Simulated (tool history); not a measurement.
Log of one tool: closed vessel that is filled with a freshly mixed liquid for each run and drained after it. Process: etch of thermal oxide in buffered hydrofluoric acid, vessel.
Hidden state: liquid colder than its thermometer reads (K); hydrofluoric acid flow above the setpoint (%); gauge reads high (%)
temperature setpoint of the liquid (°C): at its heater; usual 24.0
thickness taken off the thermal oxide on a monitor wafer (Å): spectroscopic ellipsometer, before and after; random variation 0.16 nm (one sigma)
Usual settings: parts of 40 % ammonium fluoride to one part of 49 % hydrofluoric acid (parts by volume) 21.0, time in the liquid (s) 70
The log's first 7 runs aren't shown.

run	hour	temperature setpoint of the liquid (°C)	parts of 40 % ammonium fluoride to one part of 49 % hydrofluoric acid (parts by volume)	time in the liquid (s)	wafers since the last listed run	hours since the thermometer was replaced	hours since the hydrofluoric acid flow meter was replaced	hours since the gauge calibration	read-back film thickness of the thermal oxide reference wafer, read on the same gauge (nm)	thickness taken off the thermal oxide on a monitor wafer (Å)
8	580.4	24.0	21.0	70	3965	245.3	2160.6	2672.5	40.00	442.2
# hour 606.5: hydrofluoric acid flow meter replaced
9	682.9	24.0	21.0	70	7062	347.8	76.4	2775.0	40.01	439.5
10	722.6	24.0	25.0	70	2762	387.5	116.1	2814.7	40.01	392.5
11	770.2	25.5	21.0	55	3311	435.1	163.7	2862.3	40.00	374.6
# hour 793.6: gauge calibrated
12	859.9	24.0	21.0	70	6241	524.8	253.4	66.3	40.00	438.2
13	1011.9	24.0	15.0	85	10575	676.8	405.4	218.3	40.00	737.4
14	1088.1	24.0	26.5	70	5301	753.0	481.6	294.5	40.01	374.8
15	1162.9	21.5	21.0	30	5204	827.8	556.4	369.3	40.00	163.1
16	1211.9	24.0	21.0	85	3409	876.8	605.4	418.3	39.99	529.9
17	1255.5	24.0	15.0	85	3033	920.4	649.0	461.9	40.01	736.6
18	1472.3	24.0	21.0	70	15084	1137.2	865.8	678.7	39.99	436.0
19	1577.3	27.5	23.5	70	7305	1242.2	970.8	783.7	39.99	487.8
20	1626.8	24.0	27.5	70	3444	1291.7	1020.3	833.2	39.99	361.6
21	1707.3	21.5	18.5	45	5601	1372.2	1100.8	913.7	39.99	271.6
22	1783.5	22.5	17.5	110	5301	1448.4	1177.0	989.9	39.98	737.6
23	1822.9	22.5	26.0	55	2741	1487.8	1216.4	1029.3	39.99	270.5
24	1908.2	26.0	26.0	100	5935	1573.1	1301.7	1114.6	39.98	601.2
25	2085.2	24.0	21.0	70	12315	1750.1	1478.7	1291.6	40.00	432.9
26	2145.9	27.5	15.5	70	4223	1810.8	1539.4	1352.3	40.01	699.0
27	2210.6	24.0	21.0	70	4501	1875.5	1604.1	1417.0	40.01	432.2
28	2282.0	24.0	21.0	30	4967	1946.9	1675.5	1488.4	40.02	185.9
29	2387.8	24.0	21.0	70	7361	2052.7	1781.3	1594.2	39.98	430.7
30	2485.9	24.0	18.0	105	6825	2150.8	1879.4	1692.3	40.00	743.2
31	2550.5	24.0	21.0	70	4494	2215.4	1944.0	1756.9	40.01	428.5

The next listed run, before its measurement:
32	2630.3	20.5	21.0	35	5552	2295.2	2023.8	1836.7	?	?

Run 32 gave read-back film thickness of the thermal oxide reference wafer, read on the same gauge (nm) 40.02, thickness taken off the thermal oxide on a monitor wafer (Å) 177.0.
Without the tool's hidden state the same run would have given thickness taken off the thermal oxide on a monitor wafer (Å) 183.4.

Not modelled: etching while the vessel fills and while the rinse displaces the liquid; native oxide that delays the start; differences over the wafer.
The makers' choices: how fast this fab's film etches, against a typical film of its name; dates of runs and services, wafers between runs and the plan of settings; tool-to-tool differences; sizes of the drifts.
